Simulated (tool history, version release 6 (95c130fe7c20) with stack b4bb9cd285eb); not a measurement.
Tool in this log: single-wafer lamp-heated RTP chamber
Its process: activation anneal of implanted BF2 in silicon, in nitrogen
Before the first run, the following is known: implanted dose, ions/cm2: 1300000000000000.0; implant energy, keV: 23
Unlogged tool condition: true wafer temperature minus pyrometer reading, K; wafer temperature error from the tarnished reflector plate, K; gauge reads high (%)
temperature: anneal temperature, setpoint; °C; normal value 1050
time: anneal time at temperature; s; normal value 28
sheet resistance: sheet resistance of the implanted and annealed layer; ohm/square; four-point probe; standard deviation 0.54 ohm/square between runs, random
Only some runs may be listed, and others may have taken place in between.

| run | hour | temperature | time | wafers since the last listed run | wafers since the last pyrometer calibration | wafers since the reflector plate was cleaned | hours since the gauge calibration | read-back reference wafer on the same gauge, sheet resistance | sheet resistance |
|---|---|---|---|---|---|---|---|---|---|
| 1 | 0 | 1050 | 36 | 0 | 3779 | 2063 | 286.4 | 130.06 | 104.93 |
| 2 | 79.1 | 1050 | 36 | 1020 | 4799 | 3084 | 365.5 | 130.04 | 106.08 |
| 3 | 127.5 | 1050 | 36 | 624 | 5424 | 3708 | 413.9 | 129.88 | 105.34 |
|  | 202.3 | pyrometer window cleaned and pyrometer calibrated |
| 4 | 202.8 | 1050 | 28 | 868 | 6 | 4576 | 489.2 | 129.47 | 109.61 |
| 5 | 280.5 | 1050 | 28 | 1002 | 1008 | 5579 | 566.9 | 129.34 | 108.47 |
| 6 | 375 | 1050 | 28 | 1219 | 2227 | 6798 | 661.4 | 129.02 | 108.72 |
| 7 | 475.4 | 1050 | 28 | 1295 | 3523 | 8093 | 761.8 | 128.21 | 107.88 |
| 8 | 518.4 | 1050 | 37 | 554 | 4078 | 8648 | 804.8 | 128.04 | 103.93 |
| 9 | 613.2 | 1050 | 37 | 1223 | 5301 | 9871 | 899.6 | 127.42 | 103.42 |
| 10 | 673.1 | 1050 | 37 | 772 | 6073 | 10644 | 959.5 | 127 | 103.15 |
|  | 747.6 | pyrometer window cleaned and pyrometer calibrated |
| 11 | 811.2 | 1072 | 16 | 1678 | 820 | 12323 | 1097.6 | 126.02 | 102.66 |
| 12 | 897.7 | 1063 | 28 | 1116 | 1936 | 13439 | 1184.1 | 125.34 | 99.87 |
|  | 939 | gauge calibrated |
| 13 | 957.4 | 1066 | 21 | 770 | 2706 | 14209 | 18.4 | 130.35 | 105.66 |
| 14 | 1038.6 | 1034 | 23 | 1047 | 3754 | 15256 | 99.6 | 130.18 | 123.02 |
|  | 1091.6 | reflector plate cleaned |
| 15 | 1125.4 | 1066 | 23 | 1016 | 4770 | 436 | 186.4 | 130.05 | 103.37 |
| 16 | 1309.7 | 1035 | 16 | 2377 | 7148 | 2813 | 370.7 | 129.91 | 128.99 |
|  | 1320.1 | pyrometer window cleaned and pyrometer calibrated |
| 17 | 1362.6 | 1063 | 36 | 579 | 548 | 3393 | 423.6 | 129.72 | 98.8 |
| 18 | 1447.2 | 1064 | 21 | 1091 | 1640 | 4484 | 508.2 | 129.36 | 105.29 |
| 19 | 1485.2 | 1050 | 13 | 490 | 2130 | 4974 | 546.2 | 129.1 | 121.6 |
| 20 | 1803.6 | 1050 | 13 | 4107 | 6238 | 9082 | 864.6 | 127.56 | 118.95 |

The next listed run, before its measurement:
|  | 1864.2 | pyrometer window cleaned and pyrometer calibrated |
| 21 | 1870 | 1033 | 12 | 753 | 75 | 9836 | 931 | ? | ? |

read-back reference wafer on the same gauge, sheet resistance: 127.04
sheet resistance: 132.24 ohm/square
Minus the tool's unlogged condition, the same run would have read sheet resistance 135.22 ohm/square.

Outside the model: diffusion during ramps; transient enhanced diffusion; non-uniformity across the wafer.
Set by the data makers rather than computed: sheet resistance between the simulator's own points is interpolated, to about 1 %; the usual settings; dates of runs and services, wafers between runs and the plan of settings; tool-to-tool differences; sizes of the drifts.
